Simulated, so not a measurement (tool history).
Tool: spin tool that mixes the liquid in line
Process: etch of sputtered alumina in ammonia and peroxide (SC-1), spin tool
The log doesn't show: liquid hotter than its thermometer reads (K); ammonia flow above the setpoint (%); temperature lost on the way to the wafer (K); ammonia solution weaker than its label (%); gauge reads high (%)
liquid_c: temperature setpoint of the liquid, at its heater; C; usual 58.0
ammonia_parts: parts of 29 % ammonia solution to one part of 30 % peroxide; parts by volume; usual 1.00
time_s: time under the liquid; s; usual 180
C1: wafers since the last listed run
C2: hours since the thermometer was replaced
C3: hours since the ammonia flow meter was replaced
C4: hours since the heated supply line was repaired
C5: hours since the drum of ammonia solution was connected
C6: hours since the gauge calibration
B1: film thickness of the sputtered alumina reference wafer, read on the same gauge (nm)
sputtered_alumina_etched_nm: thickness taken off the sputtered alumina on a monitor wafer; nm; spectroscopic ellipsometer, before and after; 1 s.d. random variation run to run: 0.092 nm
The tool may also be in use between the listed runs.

Run 1, hour 0.0: usual settings but ammonia_parts 0.85 parts by volume, time_s 155 s; C1 0; C2 1386.9; C3 496.9; C4 4030.6; C5 893.5; C6 174.4; B1 59.99. Result: sputtered_alumina_etched_nm 15.25 nm.
Run 2, hour 14.4: usual settings but ammonia_parts 0.85 parts by volume, time_s 155 s; C1 122; C2 1401.3; C3 511.3; C4 4045.0; C5 907.9; C6 188.8; B1 60.02. Result: sputtered_alumina_etched_nm 15.07 nm.
Run 3, hour 50.3: usual settings; C1 304; C2 1437.2; C3 547.2; C4 4080.9; C5 943.8; C6 224.7; B1 60.00. Result: sputtered_alumina_etched_nm 17.90 nm.
Run 4, hour 81.7: usual settings but ammonia_parts 1.20 parts by volume, time_s 100 s; C1 266; C2 1468.6; C3 578.6; C4 4112.3; C5 975.2; C6 256.1; B1 60.00. Result: sputtered_alumina_etched_nm 10.06 nm.
Run 5, hour 98.1: usual settings but ammonia_parts 1.20 parts by volume; C1 139; C2 1485.0; C3 595.0; C4 4128.7; C5 991.6; C6 272.5; B1 60.01. Result: sputtered_alumina_etched_nm 18.26 nm.
Run 6, hour 117.1: usual settings but ammonia_parts 1.20 parts by volume; C1 161; C2 1504.0; C3 614.0; C4 4147.7; C5 1010.6; C6 291.5; B1 60.00. Result: sputtered_alumina_etched_nm 18.21 nm.
At hour 122.2: heated supply line repaired.
Run 7, hour 145.1: usual settings but time_s 100 s; C1 229; C2 1532.0; C3 642.0; C4 22.9; C5 1038.6; C6 319.5; B1 59.98. Result: sputtered_alumina_etched_nm 9.83 nm.
At hour 148.9: new drum of ammonia solution connected.
Run 8, hour 158.6: usual settings but time_s 100 s; C1 106; C2 1545.5; C3 655.5; C4 36.4; C5 9.7; C6 333.0; B1 59.98. Result: sputtered_alumina_etched_nm 9.84 nm.
Run 9, hour 198.6: usual settings but liquid_c 65.0 C, ammonia_parts 0.85 parts by volume; C1 339; C2 1585.5; C3 695.5; C4 76.4; C5 49.7; C6 373.0; B1 59.99. Result: sputtered_alumina_etched_nm 24.92 nm.
At hour 214.5: gauge calibrated.
Run 10, hour 229.4: usual settings but ammonia_parts 0.85 parts by volume, time_s 155 s; C1 261; C2 1616.3; C3 726.3; C4 107.2; C5 80.5; C6 14.9; B1 60.01. Result: sputtered_alumina_etched_nm 14.97 nm.
At hour 249.7: ammonia flow meter replaced.
Run 11, hour 250.2: usual settings but ammonia_parts 1.20 parts by volume; C1 168; C2 1637.1; C3 0.5; C4 128.0; C5 101.3; C6 35.7; B1 60.00. Result: sputtered_alumina_etched_nm 17.99 nm.
Run 12, hour 264.3: usual settings but ammonia_parts 0.85 parts by volume, time_s 155 s; C1 119; C2 1651.2; C3 14.6; C4 142.1; C5 115.4; C6 49.8; B1 60.01. Result: sputtered_alumina_etched_nm 14.96 nm.
At hour 269.0: thermometer replaced.
Run 13, hour 292.6: usual settings but liquid_c 66.5 C, ammonia_parts 1.20 parts by volume, time_s 115 s; C1 231; C2 23.6; C3 42.9; C4 170.4; C5 143.7; C6 78.1; B1 60.00. Result: sputtered_alumina_etched_nm 17.76 nm.
Run 14, hour 306.0: usual settings but liquid_c 66.5 C, ammonia_parts 1.15 parts by volume, time_s 210 s; C1 113; C2 37.0; C3 56.3; C4 183.8; C5 157.1; C6 91.5; B1 60.03. Result: sputtered_alumina_etched_nm 32.31 nm.
Run 15, hour 330.8: usual settings but liquid_c 66.5 C; C1 210; C2 61.8; C3 81.1; C4 208.6; C5 181.9; C6 116.3; B1 59.98. Result: sputtered_alumina_etched_nm 27.28 nm.
Run 16, hour 361.7: usual settings but liquid_c 49.0 C, ammonia_parts 1.20 parts by volume, time_s 130 s; C1 262; C2 92.7; C3 112.0; C4 239.5; C5 212.8; C6 147.2; B1 60.01. Result: sputtered_alumina_etched_nm 7.95 nm.
Run 17, hour 395.7: usual settings but time_s 285 s; C1 288; C2 126.7; C3 146.0; C4 273.5; C5 246.8; C6 181.2; B1 60.01. Result: sputtered_alumina_etched_nm 28.09 nm.

Forecast each of these 4 alternatives for the next run:
Run A, hour 396.2: usual settings; C1 4; C2 127.2; C3 146.5; C4 274.0; C5 247.3; C6 181.7; B1 ?. Result: sputtered_alumina_etched_nm ?.
Run B, hour 396.2: usual settings but liquid_c 61.0 C, ammonia_parts 0.60 parts by volume, time_s 150 s; C1 4; C2 127.2; C3 146.5; C4 274.0; C5 247.3; C6 181.7; B1 ?. Result: sputtered_alumina_etched_nm ?.
Run C, hour 396.2: usual settings but liquid_c 54.0 C, ammonia_parts 1.15 parts by volume, time_s 85 s; C1 4; C2 127.2; C3 146.5; C4 274.0; C5 247.3; C6 181.7; B1 ?. Result: sputtered_alumina_etched_nm ?.
Run D, hour 396.2: usual settings but liquid_c 52.0 C, ammonia_parts 0.60 parts by volume, time_s 90 s; C1 4; C2 127.2; C3 146.5; C4 274.0; C5 247.3; C6 181.7; B1 ?. Result: sputtered_alumina_etched_nm ?.

run     B1  sputtered_alumina_etched_nm
  A  60.00                        17.70
  B  60.00                        16.41
  C  60.00                         6.86
  D  60.00                         6.13
With the hidden condition removed and each run's random variation left untouched, the same runs would have given:
run  sputtered_alumina_etched_nm
  A                        17.70
  B                        16.41
  C                         6.86
  D                         6.13

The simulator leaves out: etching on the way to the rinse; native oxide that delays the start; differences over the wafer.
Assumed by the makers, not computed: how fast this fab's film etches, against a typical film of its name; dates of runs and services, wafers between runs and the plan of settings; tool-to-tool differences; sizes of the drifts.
